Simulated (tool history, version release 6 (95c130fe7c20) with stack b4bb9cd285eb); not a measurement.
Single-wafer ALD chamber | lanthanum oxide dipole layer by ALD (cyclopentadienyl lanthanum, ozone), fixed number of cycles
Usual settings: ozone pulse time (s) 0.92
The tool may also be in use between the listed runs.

run,hour,ozone pulse time (s),wafers since the last listed run,hours since the last thermocouple change,hours since the last ozone generator service,hours since the showerhead was replaced,hours since the gauge calibration,"read-back reference wafer on the same gauge, thickness_nm",mean film thickness on the monitor wafer (Å)
1,0.0,0.92,0,2553.5,640.4,7302.6,326.7,0.463,5.01
2,8.0,0.92,121,2561.5,648.4,7310.6,334.7,0.462,5.04
3,51.1,0.92,653,2604.6,691.5,7353.7,377.8,0.462,5.00
4,61.1,0.92,151,2614.6,701.5,7363.7,387.8,0.463,5.01
5,74.6,1.12,204,2628.1,715.0,7377.2,401.3,0.462,5.33
6,86.3,0.92,177,2639.8,726.7,7388.9,413.0,0.462,5.01
7,103.2,0.92,256,2656.7,743.6,7405.8,429.9,0.463,4.98
# hour 121.0: showerhead replaced, of another model than before
8,121.5,0.92,156,2675.0,761.9,0.5,448.2,0.463,4.85
# hour 123.7: gauge calibrated
# hour 137.0: thermocouple changed; heater temperature recalibrated
9,137.5,0.92,121,0.5,777.9,16.5,13.8,0.461,4.87
# hour 151.3: ozone generator serviced
10,151.8,0.92,95,14.8,0.5,30.8,28.1,0.461,5.14
11,152.1,0.92,4,15.1,0.8,31.1,28.4,0.461,5.23
12,160.0,0.83,119,23.0,8.7,39.0,36.3,0.462,4.90
13,173.4,0.83,203,36.4,22.1,52.4,49.7,0.462,4.90
14,183.2,0.83,148,46.2,31.9,62.2,59.5,0.463,4.88
15,189.9,1.08,101,52.9,38.6,68.9,66.2,0.463,5.59
16,199.7,0.92,148,62.7,48.4,78.7,76.0,0.462,5.16
17,210.9,0.76,169,73.9,59.6,89.9,87.2,0.462,4.51
18,226.7,0.92,239,89.7,75.4,105.7,103.0,0.463,5.11
19,236.8,0.92,153,99.8,85.5,115.8,113.1,0.463,5.13
20,247.0,0.77,154,110.0,95.7,126.0,123.3,0.462,4.50
21,253.8,0.56,103,116.8,102.5,132.8,130.1,0.463,3.21
22,268.0,1.28,215,131.0,116.7,147.0,144.3,0.462,5.83
23,279.6,0.92,175,142.6,128.3,158.6,155.9,0.463,5.06
24,288.6,1.23,136,151.6,137.3,167.6,164.9,0.462,5.71
25,298.6,0.68,151,161.6,147.3,177.6,174.9,0.463,3.97
26,306.7,0.61,122,169.7,155.4,185.7,183.0,0.463,3.54
27,320.3,0.92,206,183.3,169.0,199.3,196.6,0.462,5.05
28,338.1,0.83,270,201.1,186.8,217.1,214.4,0.462,4.70
29,351.2,0.92,198,214.2,199.9,230.2,227.5,0.462,5.03
30,364.1,0.62,195,227.1,212.8,243.1,240.4,0.462,3.57
31,371.3,0.74,109,234.3,220.0,250.3,247.6,0.461,4.24
32,380.5,0.92,139,243.5,229.2,259.5,256.8,0.461,4.99
33,390.4,1.03,150,253.4,239.1,269.4,266.7,0.462,5.29

Forecast each of these 5 alternatives for the next run:
A,390.8,0.92,6,253.8,239.5,269.8,267.1,?,?
B,390.8,1.15,6,253.8,239.5,269.8,267.1,?,?
C,390.8,0.69,6,253.8,239.5,269.8,267.1,?,?
D,390.8,0.75,6,253.8,239.5,269.8,267.1,?,?
E,390.8,1.04,6,253.8,239.5,269.8,267.1,?,?

run,"read-back reference wafer on the same gauge, thickness_nm",mean film thickness on the monitor wafer (Å)
A,0.461,5.02
B,0.461,5.58
C,0.461,4.00
D,0.461,4.33
E,0.461,5.35
Without the tool's hidden state the same runs would have given:
run,mean film thickness on the monitor wafer (Å)
A,5.26
B,5.75
C,4.29
D,4.61
E,5.56
